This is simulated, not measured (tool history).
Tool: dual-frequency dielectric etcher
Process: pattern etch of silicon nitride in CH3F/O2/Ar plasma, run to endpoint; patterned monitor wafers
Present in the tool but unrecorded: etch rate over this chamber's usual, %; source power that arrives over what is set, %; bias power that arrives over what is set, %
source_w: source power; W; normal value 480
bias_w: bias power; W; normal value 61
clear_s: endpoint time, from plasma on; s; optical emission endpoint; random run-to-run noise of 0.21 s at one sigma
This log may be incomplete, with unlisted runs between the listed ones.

run,hour,source_w,bias_w,wafers since the last listed run,hours since the last wet clean,hours since the last source power generator calibration,hours since the last bias power generator calibration,hours since the last upper electrode change,"incoming incoming film thickness, nm",clear_s
1,0,390,61,0,303.9,2697.7,2080.7,6214.1,24.71,31.5
2,16.4,480,61,192,320.3,2714.1,2097.1,6230.5,25.07,30
3,34.2,480,61,208,338.1,2731.9,2114.9,6248.3,24.6,29.7
4,44.1,420,61,115,348,2741.8,2124.8,6258.2,24.65,30.7
5,57,480,61,151,360.9,2754.7,2137.7,6271.1,25.01,30.1
6,72.9,520,68,186,376.8,2770.6,2153.6,6287,24.66,27.8
7,84.5,480,61,135,388.4,2782.2,2165.2,6298.6,24.69,29.3
8,118.4,480,61,397,422.3,2816.1,2199.1,6332.5,24.76,29.5
9,131.9,480,57,158,435.8,2829.6,2212.6,6346,24.69,29.9
10,143.6,480,57,137,447.5,2841.3,2224.3,6357.7,24.68,29.9
11,187.6,480,61,515,491.5,2885.3,2268.3,6401.7,24.69,29.2
12,200.9,480,53,155,504.8,2898.6,2281.6,6415,24.92,30.9
13,208.9,480,61,93,512.8,2906.6,2289.6,6423,24.57,29
14,216.5,410,61,89,520.4,2914.2,2297.2,6430.6,24.86,30.8
# hour 254.6: wet clean of the chamber
# hour 258.8: upper electrode replaced
15,259.3,410,61,171,4.7,2957,2340,0.5,24.84,31.8
16,259.7,440,69,4,5.1,2957.4,2340.4,0.9,24.75,29.8
17,260,600,61,3,5.4,2957.7,2340.7,1.2,24.79,28.7
18,268.4,480,61,98,13.8,2966.1,2349.1,9.6,24.62,29.9
19,284.7,480,71,190,30.1,2982.4,2365.4,25.9,24.81,28.9
# hour 301.2: bias power generator calibrated
20,301.7,410,49,152,47.1,2999.4,0.5,42.9,24.8,33.9
21,340.3,480,57,452,85.7,3038,39.1,81.5,24.82,31.3
22,357.5,390,57,201,102.9,3055.2,56.3,98.7,24.61,32.2
23,371.5,540,51,163,116.9,3069.2,70.3,112.7,24.63,30.2
24,386.6,480,61,176,132,3084.3,85.4,127.8,24.83,30.3
# hour 394.1: source power generator calibrated
25,395.5,550,74,57,140.9,1.4,94.3,136.7,24.72,26.9
26,401.9,480,61,74,147.3,7.8,100.7,143.1,24.91,30
27,417,400,72,176,162.4,22.9,115.8,158.2,24.84,29.7
28,427.4,370,61,121,172.8,33.3,126.2,168.6,24.85,32
29,441.7,480,47,167,187.1,47.6,140.5,182.9,24.71,32
30,457.3,480,61,182,202.7,63.2,156.1,198.5,24.55,29.7
31,468,370,50,125,213.4,73.9,166.8,209.2,24.8,33.7
32,479,550,70,128,224.4,84.9,177.8,220.2,24.93,27.7
33,500,480,61,245,245.4,105.9,198.8,241.2,24.9,29.7
34,507.4,580,72,86,252.8,113.3,206.2,248.6,24.65,26.5

Branching from run 34: 5 alternative next runs. What would each branch give?
A,507.8,520,61,4,253.2,113.7,206.6,249,24.71,?
B,507.8,480,66,4,253.2,113.7,206.6,249,24.71,?
C,507.8,550,56,4,253.2,113.7,206.6,249,24.71,?
D,507.8,380,49,4,253.2,113.7,206.6,249,24.71,?
E,507.8,360,72,4,253.2,113.7,206.6,249,24.71,?

run,clear_s
A,29
B,28.9
C,29.3
D,33.8
E,30.3
Stripped of hidden state, with their random variation kept, the same runs would have yielded:
run,clear_s
A,29.7
B,29.6
C,30
D,34.6
E,31.1
